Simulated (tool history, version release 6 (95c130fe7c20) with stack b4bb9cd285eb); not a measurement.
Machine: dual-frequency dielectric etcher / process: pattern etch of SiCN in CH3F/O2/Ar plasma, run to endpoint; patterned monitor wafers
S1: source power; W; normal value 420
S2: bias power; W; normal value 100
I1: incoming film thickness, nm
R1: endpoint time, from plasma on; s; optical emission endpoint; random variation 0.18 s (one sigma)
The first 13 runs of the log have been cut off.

| run | hour | S1 | S2 | I1 | R1 |
|---|---|---|---|---|---|
| 14 | 353.0 | 420 | 100 | 9.05 | 22.3 |
| 15 | 372.4 | 510 | 122 | 9.26 | 19.6 |
| 16 | 405.1 | 420 | 100 | 9.10 | 21.7 |
| 17 | 420.5 | 460 | 92 | 9.03 | 21.6 |
| 18 | 439.3 | 370 | 124 | 9.10 | 21.9 |
| 19 | 454.1 | 420 | 82 | 9.09 | 23.3 |
| 20 | 470.0 | 420 | 100 | 9.05 | 21.7 |
| 21 | 503.2 | 390 | 109 | 9.18 | 22.0 |
|  | 521.7 | source power generator calibrated |
| 22 | 528.1 | 380 | 100 | 9.16 | 23.0 |
| 23 | 548.6 | 420 | 93 | 9.13 | 22.4 |
| 24 | 564.7 | 420 | 100 | 9.11 | 21.8 |
| 25 | 578.8 | 460 | 119 | 9.09 | 19.7 |
| 26 | 596.7 | 420 | 100 | 9.14 | 21.8 |
|  | 635.5 | wet clean of the chamber |
| 27 | 636.0 | 420 | 117 | 9.13 | 21.1 |
| 28 | 648.5 | 420 | 100 | 9.13 | 22.3 |
| 29 | 664.7 | 420 | 100 | 9.12 | 22.4 |
| 30 | 699.6 | 420 | 107 | 9.06 | 21.9 |
| 31 | 725.8 | 420 | 122 | 9.12 | 20.7 |
| 32 | 738.4 | 420 | 82 | 9.12 | 23.4 |
| 33 | 758.8 | 340 | 119 | 9.16 | 23.0 |
| 34 | 776.8 | 450 | 79 | 9.08 | 22.9 |
| 35 | 810.1 | 340 | 122 | 9.08 | 22.2 |

Forecast each of these 4 alternatives for the next run:
| A | 810.5 | 460 | 100 | 9.13 | ? |
| B | 810.5 | 450 | 107 | 9.13 | ? |
| C | 810.5 | 420 | 112 | 9.13 | ? |
| D | 810.5 | 360 | 108 | 9.13 | ? |

| run | R1 |
|---|---|
| A | 21.1 |
| B | 20.9 |
| C | 21.2 |
| D | 22.9 |
The same runs, with their run-to-run variation unchanged, on a tool lacking any hidden condition would have given:
| run | R1 |
|---|---|
| A | 21.4 |
| B | 21.2 |
| C | 21.5 |
| D | 23.3 |
